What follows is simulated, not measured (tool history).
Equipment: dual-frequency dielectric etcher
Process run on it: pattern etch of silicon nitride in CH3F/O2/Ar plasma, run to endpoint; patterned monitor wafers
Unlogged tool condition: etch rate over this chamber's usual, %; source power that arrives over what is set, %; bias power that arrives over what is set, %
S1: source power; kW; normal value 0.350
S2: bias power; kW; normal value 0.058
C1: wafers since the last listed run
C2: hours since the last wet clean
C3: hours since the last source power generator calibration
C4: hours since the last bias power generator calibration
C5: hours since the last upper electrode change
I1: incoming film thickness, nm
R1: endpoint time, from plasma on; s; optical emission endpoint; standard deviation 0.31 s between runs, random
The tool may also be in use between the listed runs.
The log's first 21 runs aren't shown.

Run 22, hour 283.9: usual settings but S1 0.310 kW, S2 0.069 kW; C1 78; C2 94.1; C3 141.6; C4 171.7; C5 55.0; I1 34.98. Result: R1 64.4 s.
Run 23, hour 290.9: usual settings but S1 0.400 kW, S2 0.071 kW; C1 64; C2 101.1; C3 148.6; C4 178.7; C5 62.0; I1 35.26. Result: R1 57.7 s.
Run 24, hour 305.9: usual settings; C1 138; C2 116.1; C3 163.6; C4 193.7; C5 77.0; I1 35.35. Result: R1 65.6 s.
Run 25, hour 321.4: usual settings but S1 0.390 kW; C1 142; C2 131.6; C3 179.1; C4 209.2; C5 92.5; I1 34.95. Result: R1 61.2 s.
Run 26, hour 329.1: usual settings but S1 0.410 kW, S2 0.072 kW; C1 70; C2 139.3; C3 186.8; C4 216.9; C5 100.2; I1 35.57. Result: R1 57.6 s.
Run 27, hour 336.1: usual settings but S2 0.065 kW; C1 64; C2 146.3; C3 193.8; C4 223.9; C5 107.2; I1 35.01. Result: R1 62.5 s.
Run 28, hour 352.4: usual settings but S1 0.380 kW; C1 150; C2 162.6; C3 210.1; C4 240.2; C5 123.5; I1 35.18. Result: R1 63.0 s.
Run 29, hour 370.0: usual settings but S1 0.370 kW; C1 162; C2 180.2; C3 227.7; C4 257.8; C5 141.1; I1 35.43. Result: R1 63.7 s.
Run 30, hour 387.7: usual settings; C1 162; C2 197.9; C3 245.4; C4 275.5; C5 158.8; I1 35.17. Result: R1 65.3 s.
Run 31, hour 395.1: usual settings; C1 68; C2 205.3; C3 252.8; C4 282.9; C5 166.2; I1 35.35. Result: R1 65.3 s.
Run 32, hour 413.0: usual settings; C1 164; C2 223.2; C3 270.7; C4 300.8; C5 184.1; I1 35.05. Result: R1 65.1 s.
Run 33, hour 428.7: usual settings; C1 144; C2 238.9; C3 286.4; C4 316.5; C5 199.8; I1 35.25. Result: R1 65.1 s.
Run 34, hour 439.2: usual settings but S1 0.260 kW, S2 0.054 kW; C1 96; C2 249.4; C3 296.9; C4 327.0; C5 210.3; I1 34.98. Result: R1 76.1 s.
Run 35, hour 453.6: usual settings but S1 0.410 kW; C1 132; C2 263.8; C3 311.3; C4 341.4; C5 224.7; I1 34.96. Result: R1 60.9 s.
Run 36, hour 467.2: usual settings but S1 0.380 kW, S2 0.066 kW; C1 125; C2 277.4; C3 324.9; C4 355.0; C5 238.3; I1 35.20. Result: R1 60.2 s.

Forecast each of these 3 alternatives for the next run:
Run A, hour 467.6: usual settings; C1 3; C2 277.8; C3 325.3; C4 355.4; C5 238.7; I1 35.16. Result: R1 ?.
Run B, hour 467.6: usual settings but S1 0.320 kW, S2 0.068 kW; C1 3; C2 277.8; C3 325.3; C4 355.4; C5 238.7; I1 35.16. Result: R1 ?.
Run C, hour 467.6: usual settings but S1 0.270 kW, S2 0.071 kW; C1 3; C2 277.8; C3 325.3; C4 355.4; C5 238.7; I1 35.16. Result: R1 ?.

run    R1
  A  65.2
  B  64.5
  C  68.5
With the hidden condition removed and each run's random variation left untouched, the same runs would have given:
run    R1
  A  63.9
  B  63.2
  C  67.1
